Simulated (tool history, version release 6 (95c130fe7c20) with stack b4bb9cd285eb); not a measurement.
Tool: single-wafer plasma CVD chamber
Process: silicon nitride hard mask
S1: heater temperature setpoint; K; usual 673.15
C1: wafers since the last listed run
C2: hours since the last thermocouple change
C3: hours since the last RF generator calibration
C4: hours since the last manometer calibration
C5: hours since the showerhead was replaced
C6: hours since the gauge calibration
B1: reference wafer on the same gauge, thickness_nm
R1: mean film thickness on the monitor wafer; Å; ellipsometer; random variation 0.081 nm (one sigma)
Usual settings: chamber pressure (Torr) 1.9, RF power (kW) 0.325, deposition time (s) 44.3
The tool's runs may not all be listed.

{"run": 1, "hour": 0.0, "S1": 673.15, "chamber pressure (Torr)": 1.9, "RF power (kW)": 0.325, "deposition time (s)": 44.3, "C1": 0, "C2": 1355.5, "C3": 2019, "C4": 651.6, "C5": 2839.6, "C6": 426.3, "B1": 61.402, "R1": 530.21}
{"hour": 7.6, "done": "gauge calibrated"}
{"run": 2, "hour": 14.8, "S1": 673.15, "chamber pressure (Torr)": 1.9, "RF power (kW)": 0.325, "deposition time (s)": 44.3, "C1": 150, "C2": 1370.3, "C3": 2033.8, "C4": 666.4, "C5": 2854.4, "C6": 7.2, "B1": 61.385, "R1": 529.29}
{"run": 3, "hour": 25.5, "S1": 673.15, "chamber pressure (Torr)": 1.9, "RF power (kW)": 0.325, "deposition time (s)": 44.3, "C1": 109, "C2": 1381, "C3": 2044.5, "C4": 677.1, "C5": 2865.1, "C6": 17.9, "B1": 61.426, "R1": 530.1}
{"run": 4, "hour": 39.8, "S1": 673.15, "chamber pressure (Torr)": 1.9, "RF power (kW)": 0.325, "deposition time (s)": 44.3, "C1": 145, "C2": 1395.3, "C3": 2058.8, "C4": 691.4, "C5": 2879.4, "C6": 32.2, "B1": 61.406, "R1": 530.12}
{"run": 5, "hour": 52.0, "S1": 673.15, "chamber pressure (Torr)": 1.9, "RF power (kW)": 0.325, "deposition time (s)": 44.3, "C1": 124, "C2": 1407.5, "C3": 2071, "C4": 703.6, "C5": 2891.6, "C6": 44.4, "B1": 61.394, "R1": 529.63}
{"run": 6, "hour": 63.2, "S1": 673.15, "chamber pressure (Torr)": 1.9, "RF power (kW)": 0.325, "deposition time (s)": 44.3, "C1": 114, "C2": 1418.7, "C3": 2082.2, "C4": 714.8, "C5": 2902.8, "C6": 55.6, "B1": 61.406, "R1": 530.92}
{"run": 7, "hour": 70.1, "S1": 673.15, "chamber pressure (Torr)": 1.9, "RF power (kW)": 0.325, "deposition time (s)": 44.3, "C1": 70, "C2": 1425.6, "C3": 2089.1, "C4": 721.7, "C5": 2909.7, "C6": 62.5, "B1": 61.406, "R1": 530.4}
{"hour": 99.6, "done": "showerhead replaced"}
{"run": 8, "hour": 100.1, "S1": 673.15, "chamber pressure (Torr)": 1.9, "RF power (kW)": 0.325, "deposition time (s)": 44.3, "C1": 224, "C2": 1455.6, "C3": 2119.1, "C4": 751.7, "C5": 0.5, "C6": 92.5, "B1": 61.391, "R1": 530.96}
{"run": 9, "hour": 107.6, "S1": 686.15, "chamber pressure (Torr)": 1.52, "RF power (kW)": 0.325, "deposition time (s)": 44.3, "C1": 76, "C2": 1463.1, "C3": 2126.6, "C4": 759.2, "C5": 8, "C6": 100, "B1": 61.383, "R1": 492.2}
{"run": 10, "hour": 119.7, "S1": 680.15, "chamber pressure (Torr)": 2.3, "RF power (kW)": 0.325, "deposition time (s)": 44.3, "C1": 123, "C2": 1475.2, "C3": 2138.7, "C4": 771.3, "C5": 20.1, "C6": 112.1, "B1": 61.388, "R1": 558.11}
{"run": 11, "hour": 133.2, "S1": 664.15, "chamber pressure (Torr)": 2.35, "RF power (kW)": 0.325, "deposition time (s)": 44.3, "C1": 137, "C2": 1488.7, "C3": 2152.2, "C4": 784.8, "C5": 33.6, "C6": 125.6, "B1": 61.41, "R1": 565.24}
{"run": 12, "hour": 149.9, "S1": 673.15, "chamber pressure (Torr)": 1.9, "RF power (kW)": 0.265, "deposition time (s)": 44.3, "C1": 170, "C2": 1505.4, "C3": 2168.9, "C4": 801.5, "C5": 50.3, "C6": 142.3, "B1": 61.398, "R1": 489.89}
{"run": 13, "hour": 158.3, "S1": 685.15, "chamber pressure (Torr)": 2.15, "RF power (kW)": 0.3, "deposition time (s)": 37, "C1": 85, "C2": 1513.8, "C3": 2177.3, "C4": 809.9, "C5": 58.7, "C6": 150.7, "B1": 61.398, "R1": 443.55}
{"run": 14, "hour": 171.6, "S1": 681.15, "chamber pressure (Torr)": 1.9, "RF power (kW)": 0.27, "deposition time (s)": 49.4, "C1": 135, "C2": 1527.1, "C3": 2190.6, "C4": 823.2, "C5": 72, "C6": 164, "B1": 61.38, "R1": 550.12}
{"run": 15, "hour": 178.8, "S1": 678.15, "chamber pressure (Torr)": 1.54, "RF power (kW)": 0.325, "deposition time (s)": 48.2, "C1": 73, "C2": 1534.3, "C3": 2197.8, "C4": 830.4, "C5": 79.2, "C6": 171.2, "B1": 61.412, "R1": 540.12}
{"run": 16, "hour": 185.9, "S1": 673.15, "chamber pressure (Torr)": 1.9, "RF power (kW)": 0.325, "deposition time (s)": 44.3, "C1": 72, "C2": 1541.4, "C3": 2204.9, "C4": 837.5, "C5": 86.3, "C6": 178.3, "B1": 61.412, "R1": 532.11}
{"hour": 197.0, "done": "RF generator calibrated"}
{"hour": 204.5, "done": "capacitance manometer re-zeroed and calibrated"}
{"hour": 204.9, "done": "thermocouple changed; heater temperature recalibrated"}
{"run": 17, "hour": 205.4, "S1": 673.15, "chamber pressure (Torr)": 2.14, "RF power (kW)": 0.325, "deposition time (s)": 44.3, "C1": 36, "C2": 0.5, "C3": 8.4, "C4": 0.9, "C5": 105.8, "C6": 197.8, "B1": 61.399, "R1": 555.28}
{"run": 18, "hour": 215.5, "S1": 673.15, "chamber pressure (Torr)": 1.9, "RF power (kW)": 0.35, "deposition time (s)": 44.3, "C1": 103, "C2": 10.6, "C3": 18.5, "C4": 11, "C5": 115.9, "C6": 207.9, "B1": 61.394, "R1": 551.55}
{"run": 19, "hour": 223.4, "S1": 673.15, "chamber pressure (Torr)": 1.9, "RF power (kW)": 0.325, "deposition time (s)": 44.3, "C1": 80, "C2": 18.5, "C3": 26.4, "C4": 18.9, "C5": 123.8, "C6": 215.8, "B1": 61.408, "R1": 537.51}
{"run": 20, "hour": 230.7, "S1": 673.15, "chamber pressure (Torr)": 1.59, "RF power (kW)": 0.325, "deposition time (s)": 44.3, "C1": 74, "C2": 25.8, "C3": 33.7, "C4": 26.2, "C5": 131.1, "C6": 223.1, "B1": 61.403, "R1": 505.78}
{"run": 21, "hour": 237.1, "S1": 686.15, "chamber pressure (Torr)": 2.24, "RF power (kW)": 0.325, "deposition time (s)": 35.9, "C1": 65, "C2": 32.2, "C3": 40.1, "C4": 32.6, "C5": 137.5, "C6": 229.5, "B1": 61.405, "R1": 453.54}
{"run": 22, "hour": 250.3, "S1": 680.15, "chamber pressure (Torr)": 2.2, "RF power (kW)": 0.325, "deposition time (s)": 39.1, "C1": 134, "C2": 45.4, "C3": 53.3, "C4": 45.8, "C5": 150.7, "C6": 242.7, "B1": 61.406, "R1": 492.48}
{"run": 23, "hour": 263.3, "S1": 673.15, "chamber pressure (Torr)": 1.9, "RF power (kW)": 0.305, "deposition time (s)": 41.1, "C1": 132, "C2": 58.4, "C3": 66.3, "C4": 58.8, "C5": 163.7, "C6": 255.7, "B1": 61.374, "R1": 485.03}
{"run": 24, "hour": 271.4, "S1": 668.15, "chamber pressure (Torr)": 1.75, "RF power (kW)": 0.295, "deposition time (s)": 44.3, "C1": 82, "C2": 66.5, "C3": 74.4, "C4": 66.9, "C5": 171.8, "C6": 263.8, "B1": 61.416, "R1": 504.54}
{"run": 25, "hour": 287.0, "S1": 673.15, "chamber pressure (Torr)": 1.9, "RF power (kW)": 0.325, "deposition time (s)": 49.1, "C1": 159, "C2": 82.1, "C3": 90, "C4": 82.5, "C5": 187.4, "C6": 279.4, "B1": 61.383, "R1": 595.29}
{"run": 26, "hour": 295.4, "S1": 673.15, "chamber pressure (Torr)": 1.9, "RF power (kW)": 0.325, "deposition time (s)": 44.3, "C1": 85, "C2": 90.5, "C3": 98.4, "C4": 90.9, "C5": 195.8, "C6": 287.8, "B1": 61.399, "R1": 536.41}
{"run": 27, "hour": 308.9, "S1": 673.15, "chamber pressure (Torr)": 1.9, "RF power (kW)": 0.325, "deposition time (s)": 44.3, "C1": 137, "C2": 104, "C3": 111.9, "C4": 104.4, "C5": 209.3, "C6": 301.3, "B1": 61.403, "R1": 536.64}
{"run": 28, "hour": 318.3, "S1": 673.15, "chamber pressure (Torr)": 1.9, "RF power (kW)": 0.325, "deposition time (s)": 36, "C1": 95, "C2": 113.4, "C3": 121.3, "C4": 113.8, "C5": 218.7, "C6": 310.7, "B1": 61.383, "R1": 437.5}
{"run": 29, "hour": 333.4, "S1": 681.15, "chamber pressure (Torr)": 1.6, "RF power (kW)": 0.345, "deposition time (s)": 44.3, "C1": 154, "C2": 128.5, "C3": 136.4, "C4": 128.9, "C5": 233.8, "C6": 325.8, "B1": 61.403, "R1": 517.56}

Measured less the same run without the tool's hidden state. The same run-to-run variation is in both; the gauge's scatter may not be:
The hidden state here: wafer temperature above the value expected at the setpoint (K); delivered RF power above the setpoint (%); true pressure above the setpoint (%); gauge reads high (%).
run=1 R1=-7.14
run=2 R1=-6.98
run=3 R1=-6.87
run=4 R1=-6.73
run=5 R1=-6.59
run=6 R1=-6.49
run=7 R1=-6.41
run=8 R1=-6.1
run=9 R1=-4.5
run=10 R1=-7.76
run=11 R1=-8.18
run=12 R1=-5.63
run=13 R1=-4.97
run=14 R1=-6.09
run=15 R1=-4.13
run=16 R1=-5.19
run=17 R1=-0.13
run=18 R1=-0.15
run=19 R1=-0.23
run=20 R1=-0.23
run=21 R1=-0.31
run=22 R1=-0.41
run=23 R1=-0.41
run=24 R1=-0.47
run=25 R1=-0.63
run=26 R1=-0.61
run=27 R1=-0.67
run=28 R1=-0.58
run=29 R1=-0.53
